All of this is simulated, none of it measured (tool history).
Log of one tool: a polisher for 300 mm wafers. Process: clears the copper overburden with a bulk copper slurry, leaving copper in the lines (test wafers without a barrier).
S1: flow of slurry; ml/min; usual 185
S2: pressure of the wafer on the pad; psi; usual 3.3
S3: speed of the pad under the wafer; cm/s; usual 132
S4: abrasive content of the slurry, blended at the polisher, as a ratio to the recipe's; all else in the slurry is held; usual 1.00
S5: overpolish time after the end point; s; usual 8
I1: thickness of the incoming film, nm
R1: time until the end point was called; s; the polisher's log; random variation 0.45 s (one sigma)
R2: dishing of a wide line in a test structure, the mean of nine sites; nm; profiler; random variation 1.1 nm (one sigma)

run 1 hour=0.0 | S1=185 S2=3.3 S3=132 S4=1.00 S5=8 | I1=663.5 | R1=41.8 R2=63.1
run 2 hour=74.6 | S1=185 S2=3.3 S3=132 S4=1.00 S5=8 | I1=644.9 | R1=41.2 R2=63.3
run 3 hour=346.8 | S1=235 S2=3.3 S3=132 S4=1.00 S5=8 | I1=651.7 | R1=41.1 R2=61.6
run 4 hour=450.3 | S1=185 S2=3.3 S3=132 S4=1.00 S5=8 | I1=662.9 | R1=42.0 R2=62.1
run 5 hour=510.4 | S1=185 S2=3.3 S3=100 S4=1.00 S5=8 | I1=664.0 | R1=50.5 R2=54.7
-- hour=547.5 worn pad replaced by a new one
run 6 hour=553.6 | S1=160 S2=3.3 S3=132 S4=1.00 S5=8 | I1=654.7 | R1=43.0 R2=61.4
-- hour=597.0 head pressure recalibrated
-- hour=598.0 slurry nozzle cleaned
run 7 hour=625.1 | S1=210 S2=2.2 S3=90 S4=1.00 S5=6 | I1=651.5 | R1=69.6 R2=33.2
-- hour=845.9 slurry blender recalibrated
run 8 hour=888.9 | S1=130 S2=3.8 S3=106 S4=1.00 S5=5 | I1=668.2 | R1=45.4 R2=41.2
run 9 hour=956.6 | S1=185 S2=3.3 S3=166 S4=1.00 S5=8 | I1=655.2 | R1=35.3 R2=67.8
run 10 hour=1018.5 | S1=185 S2=3.3 S3=154 S4=1.00 S5=8 | I1=662.0 | R1=37.5 R2=66.2
run 11 hour=1114.0 | S1=185 S2=4.3 S3=132 S4=1.00 S5=8 | I1=655.2 | R1=34.1 R2=74.4
run 12 hour=1167.9 | S1=185 S2=4.3 S3=132 S4=1.00 S5=8 | I1=657.9 | R1=34.2 R2=70.7
run 13 hour=1204.0 | S1=185 S2=3.3 S3=132 S4=1.00 S5=8 | I1=668.0 | R1=43.1 R2=61.9
run 14 hour=1264.4 | S1=185 S2=3.3 S3=132 S4=0.90 S5=8 | I1=664.7 | R1=44.9 R2=60.1
run 15 hour=1323.6 | S1=140 S2=3.3 S3=132 S4=1.30 S5=6 | I1=666.7 | R1=41.1 R2=51.8
-- hour=1357.6 worn pad replaced by a new one
-- hour=1378.1 slurry nozzle cleaned
run 16 hour=1411.9 | S1=185 S2=3.3 S3=132 S4=1.00 S5=8 | I1=663.8 | R1=40.8 R2=63.2
run 17 hour=1453.1 | S1=185 S2=3.3 S3=132 S4=1.00 S5=8 | I1=662.6 | R1=41.1 R2=63.5
-- hour=1492.2 head pressure recalibrated
run 18 hour=1533.8 | S1=215 S2=3.3 S3=132 S4=1.00 S5=8 | I1=653.7 | R1=40.6 R2=65.5
-- hour=1810.6 slurry blender recalibrated
run 19 hour=1825.1 | S1=155 S2=3.3 S3=114 S4=1.00 S5=8 | I1=653.3 | R1=47.1 R2=56.3
run 20 hour=1903.0 | S1=145 S2=3.3 S3=102 S4=1.00 S5=8 | I1=660.8 | R1=51.3 R2=53.3
run 21 hour=2002.9 | S1=225 S2=2.2 S3=132 S4=0.75 S5=8 | I1=653.0 | R1=61.6 R2=44.9
run 22 hour=2104.3 | S1=185 S2=3.3 S3=132 S4=1.15 S5=8 | I1=645.4 | R1=39.9 R2=63.8
-- hour=2139.9 worn pad replaced by a new one
-- hour=2157.3 slurry nozzle cleaned
run 23 hour=2211.0 | S1=230 S2=3.3 S3=132 S4=1.00 S5=8 | I1=666.9 | R1=40.3 R2=64.7
run 24 hour=2343.3 | S1=240 S2=3.3 S3=132 S4=1.00 S5=8 | I1=666.3 | R1=40.7 R2=65.5
run 25 hour=2414.7 | S1=240 S2=3.3 S3=132 S4=1.00 S5=8 | I1=657.2 | R1=40.6 R2=62.8
run 26 hour=2470.6 | S1=225 S2=3.3 S3=132 S4=1.00 S5=8 | I1=657.9 | R1=40.9 R2=63.2
-- hour=2537.1 head pressure recalibrated
run 27 hour=2538.5 | S1=185 S2=3.3 S3=148 S4=0.75 S5=11 | I1=657.1 | R1=42.6 R2=76.1
-- hour=2574.1 slurry blender recalibrated
run 28 hour=2642.2 | S1=185 S2=2.8 S3=132 S4=1.00 S5=5 | I1=652.3 | R1=47.5 R2=39.1

Some steps in R1 between neighbouring runs. How much of each would the tool show without its hidden state too (settings, what came in, random variation), and how much is left for the hidden state, with any gauge scatter that isn't in both results?
The hidden state here: removal rate lost through wear of the pad, %; slurry flow missing at the pad, %; deviation of the head's pressure from its setpoint, %; abrasive missing from the slurry, %.
Run 6 -> 7: S1 160 -> 210, S2 3.3 -> 2.2, S3 132 -> 90, S5 8 -> 6, head pressure recalibrated, slurry nozzle cleaned. R1 +26.6 s: hidden state -1.9, all else +28.5.
Run 7 -> 8: S1 210 -> 130, S2 2.2 -> 3.8, S3 90 -> 106, S5 6 -> 5, slurry blender recalibrated. R1 -24.2 s: hidden state +1.4, all else -25.6.
Run 15 -> 16: S1 140 -> 185, S4 1.30 -> 1.00, S5 6 -> 8, worn pad replaced by a new one, slurry nozzle cleaned. R1 -0.3 s: hidden state -2.2, all else +1.9.

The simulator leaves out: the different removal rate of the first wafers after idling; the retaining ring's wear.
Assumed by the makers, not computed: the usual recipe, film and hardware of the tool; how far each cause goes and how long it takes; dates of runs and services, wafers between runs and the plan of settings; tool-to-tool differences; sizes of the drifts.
